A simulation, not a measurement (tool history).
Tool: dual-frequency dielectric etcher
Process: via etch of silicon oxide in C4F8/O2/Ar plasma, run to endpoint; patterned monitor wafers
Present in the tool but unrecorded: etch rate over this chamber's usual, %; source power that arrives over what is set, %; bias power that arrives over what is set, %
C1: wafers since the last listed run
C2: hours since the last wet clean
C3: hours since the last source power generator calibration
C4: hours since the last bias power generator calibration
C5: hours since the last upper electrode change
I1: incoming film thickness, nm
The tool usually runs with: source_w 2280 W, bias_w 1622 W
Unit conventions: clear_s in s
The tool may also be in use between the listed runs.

{"run": 1, "hour": 0.0, "source_w": 2280, "bias_w": 1622, "C1": 0, "C2": 440.3, "C3": 2279.9, "C4": 2226.4, "C5": 1942.3, "I1": 787.7, "clear_s": 151.2}
{"run": 2, "hour": 34.9, "source_w": 2280, "bias_w": 1622, "C1": 256, "C2": 475.2, "C3": 2314.8, "C4": 2261.3, "C5": 1977.2, "I1": 787.4, "clear_s": 151.1}
{"run": 3, "hour": 47.8, "source_w": 2280, "bias_w": 1622, "C1": 94, "C2": 488.1, "C3": 2327.7, "C4": 2274.2, "C5": 1990.1, "I1": 786.4, "clear_s": 152.0}
{"hour": 105.9, "done": "wet clean of the chamber"}
{"run": 4, "hour": 106.4, "source_w": 2280, "bias_w": 1622, "C1": 254, "C2": 0.5, "C3": 2386.3, "C4": 2332.8, "C5": 2048.7, "I1": 777.7, "clear_s": 144.8}
{"run": 5, "hour": 106.7, "source_w": 1850, "bias_w": 1352, "C1": 2, "C2": 0.8, "C3": 2386.6, "C4": 2333.1, "C5": 2049.0, "I1": 779.9, "clear_s": 183.0}
{"hour": 120.6, "done": "source power generator calibrated"}
{"hour": 133.9, "done": "upper electrode replaced"}
{"hour": 137.3, "done": "bias power generator calibrated"}
{"run": 6, "hour": 137.8, "source_w": 1850, "bias_w": 1352, "C1": 76, "C2": 31.9, "C3": 17.2, "C4": 0.5, "C5": 3.9, "I1": 779.1, "clear_s": 181.8}
{"run": 7, "hour": 158.5, "source_w": 1850, "bias_w": 1352, "C1": 152, "C2": 52.6, "C3": 37.9, "C4": 21.2, "C5": 24.6, "I1": 788.1, "clear_s": 184.6}
{"run": 8, "hour": 182.6, "source_w": 2280, "bias_w": 1622, "C1": 177, "C2": 76.7, "C3": 62.0, "C4": 45.3, "C5": 48.7, "I1": 786.4, "clear_s": 146.1}
{"run": 9, "hour": 197.0, "source_w": 2280, "bias_w": 1622, "C1": 106, "C2": 91.1, "C3": 76.4, "C4": 59.7, "C5": 63.1, "I1": 791.5, "clear_s": 149.1}
{"run": 10, "hour": 216.4, "source_w": 2280, "bias_w": 1622, "C1": 142, "C2": 110.5, "C3": 95.8, "C4": 79.1, "C5": 82.5, "I1": 790.0, "clear_s": 149.2}
{"run": 11, "hour": 244.0, "source_w": 2280, "bias_w": 1622, "C1": 203, "C2": 138.1, "C3": 123.4, "C4": 106.7, "C5": 110.1, "I1": 787.1, "clear_s": 148.6}
{"run": 12, "hour": 260.4, "source_w": 2280, "bias_w": 1622, "C1": 120, "C2": 154.5, "C3": 139.8, "C4": 123.1, "C5": 126.5, "I1": 791.1, "clear_s": 148.5}
{"run": 13, "hour": 273.1, "source_w": 2280, "bias_w": 1622, "C1": 93, "C2": 167.2, "C3": 152.5, "C4": 135.8, "C5": 139.2, "I1": 788.8, "clear_s": 149.4}
{"run": 14, "hour": 305.8, "source_w": 2280, "bias_w": 1622, "C1": 240, "C2": 199.9, "C3": 185.2, "C4": 168.5, "C5": 171.9, "I1": 793.1, "clear_s": 150.1}
{"run": 15, "hour": 323.5, "source_w": 1990, "bias_w": 1763, "C1": 130, "C2": 217.6, "C3": 202.9, "C4": 186.2, "C5": 189.6, "I1": 781.1, "clear_s": 156.7}
{"run": 16, "hour": 345.3, "source_w": 2280, "bias_w": 1622, "C1": 160, "C2": 239.4, "C3": 224.7, "C4": 208.0, "C5": 211.4, "I1": 778.9, "clear_s": 147.6}
{"run": 17, "hour": 359.7, "source_w": 2440, "bias_w": 2006, "C1": 106, "C2": 253.8, "C3": 239.1, "C4": 222.4, "C5": 225.8, "I1": 792.0, "clear_s": 131.9}
{"run": 18, "hour": 387.9, "source_w": 1960, "bias_w": 1622, "C1": 207, "C2": 282.0, "C3": 267.3, "C4": 250.6, "C5": 254.0, "I1": 784.7, "clear_s": 164.8}
{"run": 19, "hour": 402.2, "source_w": 1950, "bias_w": 1329, "C1": 105, "C2": 296.3, "C3": 281.6, "C4": 264.9, "C5": 268.3, "I1": 782.4, "clear_s": 181.5}
{"run": 20, "hour": 438.2, "source_w": 1820, "bias_w": 1765, "C1": 265, "C2": 332.3, "C3": 317.6, "C4": 300.9, "C5": 304.3, "I1": 785.4, "clear_s": 168.7}
{"run": 21, "hour": 473.7, "source_w": 2800, "bias_w": 1497, "C1": 261, "C2": 367.8, "C3": 353.1, "C4": 336.4, "C5": 339.8, "I1": 792.0, "clear_s": 138.0}
{"run": 22, "hour": 487.6, "source_w": 2280, "bias_w": 1622, "C1": 102, "C2": 381.7, "C3": 367.0, "C4": 350.3, "C5": 353.7, "I1": 791.8, "clear_s": 151.9}
{"run": 23, "hour": 502.5, "source_w": 1880, "bias_w": 1425, "C1": 109, "C2": 396.6, "C3": 381.9, "C4": 365.2, "C5": 368.6, "I1": 784.7, "clear_s": 182.3}
{"run": 24, "hour": 518.2, "source_w": 2820, "bias_w": 1622, "C1": 115, "C2": 412.3, "C3": 397.6, "C4": 380.9, "C5": 384.3, "I1": 780.7, "clear_s": 131.1}
{"run": 25, "hour": 540.2, "source_w": 2550, "bias_w": 1622, "C1": 161, "C2": 434.3, "C3": 419.6, "C4": 402.9, "C5": 406.3, "I1": 785.9, "clear_s": 141.0}
{"run": 26, "hour": 567.6, "source_w": 2280, "bias_w": 1622, "C1": 201, "C2": 461.7, "C3": 447.0, "C4": 430.3, "C5": 433.7, "I1": 782.7, "clear_s": 151.6}
{"run": 27, "hour": 590.2, "source_w": 1760, "bias_w": 1741, "C1": 166, "C2": 484.3, "C3": 469.6, "C4": 452.9, "C5": 456.3, "I1": 787.2, "clear_s": 176.9}
{"hour": 616.8, "done": "wet clean of the chamber"}
{"run": 28, "hour": 617.3, "source_w": 1810, "bias_w": 1967, "C1": 22, "C2": 0.5, "C3": 496.7, "C4": 480.0, "C5": 483.4, "I1": 798.5, "clear_s": 159.3}
{"run": 29, "hour": 682.9, "source_w": 2280, "bias_w": 1863, "C1": 483, "C2": 66.1, "C3": 562.3, "C4": 545.6, "C5": 549.0, "I1": 782.5, "clear_s": 137.6}
{"run": 30, "hour": 718.6, "source_w": 2760, "bias_w": 1856, "C1": 262, "C2": 101.8, "C3": 598.0, "C4": 581.3, "C5": 584.7, "I1": 791.9, "clear_s": 123.6}
{"run": 31, "hour": 750.4, "source_w": 2800, "bias_w": 1622, "C1": 234, "C2": 133.6, "C3": 629.8, "C4": 613.1, "C5": 616.5, "I1": 784.3, "clear_s": 129.3}
{"run": 32, "hour": 778.2, "source_w": 2280, "bias_w": 1339, "C1": 204, "C2": 161.4, "C3": 657.6, "C4": 640.9, "C5": 644.3, "I1": 778.7, "clear_s": 159.4}
{"run": 33, "hour": 800.3, "source_w": 2280, "bias_w": 1817, "C1": 162, "C2": 183.5, "C3": 679.7, "C4": 663.0, "C5": 666.4, "I1": 786.4, "clear_s": 140.5}
{"run": 34, "hour": 832.8, "source_w": 1730, "bias_w": 1472, "C1": 239, "C2": 216.0, "C3": 712.2, "C4": 695.5, "C5": 698.9, "I1": 783.4, "clear_s": 187.2}
{"run": 35, "hour": 867.4, "source_w": 2280, "bias_w": 1622, "C1": 254, "C2": 250.6, "C3": 746.8, "C4": 730.1, "C5": 733.5, "I1": 778.1, "clear_s": 147.1}

Alternative continuations, all from the tool just after run 35; predict every row:
{"run": "A", "hour": 867.9, "source_w": 2280, "bias_w": 1622, "C1": 3, "C2": 251.1, "C3": 747.3, "C4": 730.6, "C5": 734.0, "I1": 780.4, "clear_s": "?"}
{"run": "B", "hour": 867.9, "source_w": 1780, "bias_w": 1622, "C1": 3, "C2": 251.1, "C3": 747.3, "C4": 730.6, "C5": 734.0, "I1": 780.4, "clear_s": "?"}
{"run": "C", "hour": 867.9, "source_w": 2120, "bias_w": 1954, "C1": 3, "C2": 251.1, "C3": 747.3, "C4": 730.6, "C5": 734.0, "I1": 780.4, "clear_s": "?"}
{"run": "D", "hour": 867.9, "source_w": 2280, "bias_w": 1425, "C1": 3, "C2": 251.1, "C3": 747.3, "C4": 730.6, "C5": 734.0, "I1": 780.4, "clear_s": "?"}

run=A clear_s=147.8
run=B clear_s=176.0
run=C clear_s=143.2
run=D clear_s=156.4
Take away the tool's hidden state, keep each run's random variation, and the runs would have read:
run=A clear_s=145.6
run=B clear_s=173.3
run=C clear_s=141.1
run=D clear_s=154.1
